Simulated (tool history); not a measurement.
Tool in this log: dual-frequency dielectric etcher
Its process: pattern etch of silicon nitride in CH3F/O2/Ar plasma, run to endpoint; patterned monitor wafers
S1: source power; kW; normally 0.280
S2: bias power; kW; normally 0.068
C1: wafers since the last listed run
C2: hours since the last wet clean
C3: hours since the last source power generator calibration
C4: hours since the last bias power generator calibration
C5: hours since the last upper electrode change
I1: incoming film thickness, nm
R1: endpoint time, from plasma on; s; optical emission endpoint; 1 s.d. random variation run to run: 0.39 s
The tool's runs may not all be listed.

run 1 hour=0.0 | S1=0.230 S2=0.074 | C1=0 C2=199.4 C3=3871.7 C4=2980.1 C5=5115.1 | I1=58.7 | R1=96.9
run 2 hour=15.6 | S1=0.230 S2=0.074 | C1=126 C2=215.0 C3=3887.3 C4=2995.7 C5=5130.7 | I1=59.2 | R1=98.6
run 3 hour=27.3 | S1=0.280 S2=0.068 | C1=94 C2=226.7 C3=3899.0 C4=3007.4 C5=5142.4 | I1=59.4 | R1=93.8
run 4 hour=39.9 | S1=0.280 S2=0.068 | C1=101 C2=239.3 C3=3911.6 C4=3020.0 C5=5155.0 | I1=59.0 | R1=92.4
run 5 hour=63.2 | S1=0.280 S2=0.068 | C1=188 C2=262.6 C3=3934.9 C4=3043.3 C5=5178.3 | I1=58.9 | R1=92.9
run 6 hour=97.5 | S1=0.280 S2=0.074 | C1=277 C2=296.9 C3=3969.2 C4=3077.6 C5=5212.6 | I1=60.0 | R1=91.6
run 7 hour=107.4 | S1=0.280 S2=0.074 | C1=80 C2=306.8 C3=3979.1 C4=3087.5 C5=5222.5 | I1=59.2 | R1=90.5
-- hour=132.5 bias power generator calibrated
-- hour=137.4 upper electrode replaced
run 8 hour=137.9 | S1=0.280 S2=0.059 | C1=174 C2=337.3 C3=4009.6 C4=5.4 C5=0.5 | I1=58.7 | R1=96.2
run 9 hour=138.2 | S1=0.280 S2=0.059 | C1=2 C2=337.6 C3=4009.9 C4=5.7 C5=0.8 | I1=58.9 | R1=96.3
run 10 hour=141.3 | S1=0.260 S2=0.068 | C1=25 C2=340.7 C3=4013.0 C4=8.8 C5=3.9 | I1=59.4 | R1=95.5
run 11 hour=149.2 | S1=0.230 S2=0.068 | C1=63 C2=348.6 C3=4020.9 C4=16.7 C5=11.8 | I1=59.2 | R1=100.3
run 12 hour=160.9 | S1=0.230 S2=0.068 | C1=94 C2=360.3 C3=4032.6 C4=28.4 C5=23.5 | I1=58.5 | R1=97.9
-- hour=166.6 source power generator calibrated
-- hour=199.6 wet clean of the chamber
run 13 hour=200.1 | S1=0.230 S2=0.068 | C1=90 C2=0.5 C3=33.5 C4=67.6 C5=62.7 | I1=59.1 | R1=96.0
run 14 hour=200.4 | S1=0.280 S2=0.068 | C1=2 C2=0.8 C3=33.8 C4=67.9 C5=63.0 | I1=58.9 | R1=89.3
run 15 hour=203.2 | S1=0.280 S2=0.055 | C1=22 C2=3.6 C3=36.6 C4=70.7 C5=65.8 | I1=59.2 | R1=95.7
run 16 hour=217.2 | S1=0.320 S2=0.074 | C1=113 C2=17.6 C3=50.6 C4=84.7 C5=79.8 | I1=59.0 | R1=82.7
run 17 hour=233.1 | S1=0.220 S2=0.060 | C1=128 C2=33.5 C3=66.5 C4=100.6 C5=95.7 | I1=58.1 | R1=100.8
run 18 hour=240.4 | S1=0.320 S2=0.060 | C1=59 C2=40.8 C3=73.8 C4=107.9 C5=103.0 | I1=59.0 | R1=87.9
run 19 hour=252.2 | S1=0.220 S2=0.068 | C1=95 C2=52.6 C3=85.6 C4=119.7 C5=114.8 | I1=58.8 | R1=98.2
-- hour=283.7 wet clean of the chamber, repeated, since the last time left the tool worse
run 20 hour=284.2 | S1=0.280 S2=0.068 | C1=64 C2=0.5 C3=117.6 C4=151.7 C5=146.8 | I1=58.7 | R1=94.3
run 21 hour=284.5 | S1=0.260 S2=0.063 | C1=2 C2=0.8 C3=117.9 C4=152.0 C5=147.1 | I1=58.9 | R1=99.9
run 22 hour=295.4 | S1=0.320 S2=0.068 | C1=88 C2=11.7 C3=128.8 C4=162.9 C5=158.0 | I1=59.0 | R1=90.5
run 23 hour=313.4 | S1=0.240 S2=0.058 | C1=145 C2=29.7 C3=146.8 C4=180.9 C5=176.0 | I1=59.0 | R1=106.6
run 24 hour=322.4 | S1=0.280 S2=0.068 | C1=72 C2=38.7 C3=155.8 C4=189.9 C5=185.0 | I1=59.5 | R1=95.1

Run 25 has not been measured yet. What should we expect?
run 25 hour=329.2 | S1=0.310 S2=0.057 | C1=54 C2=45.5 C3=162.6 C4=196.7 C5=191.8 | I1=59.6 | R1=?

R1: 96.1 s
Had the tool carried no hidden state, the very same run would have given R1 96.4 s.

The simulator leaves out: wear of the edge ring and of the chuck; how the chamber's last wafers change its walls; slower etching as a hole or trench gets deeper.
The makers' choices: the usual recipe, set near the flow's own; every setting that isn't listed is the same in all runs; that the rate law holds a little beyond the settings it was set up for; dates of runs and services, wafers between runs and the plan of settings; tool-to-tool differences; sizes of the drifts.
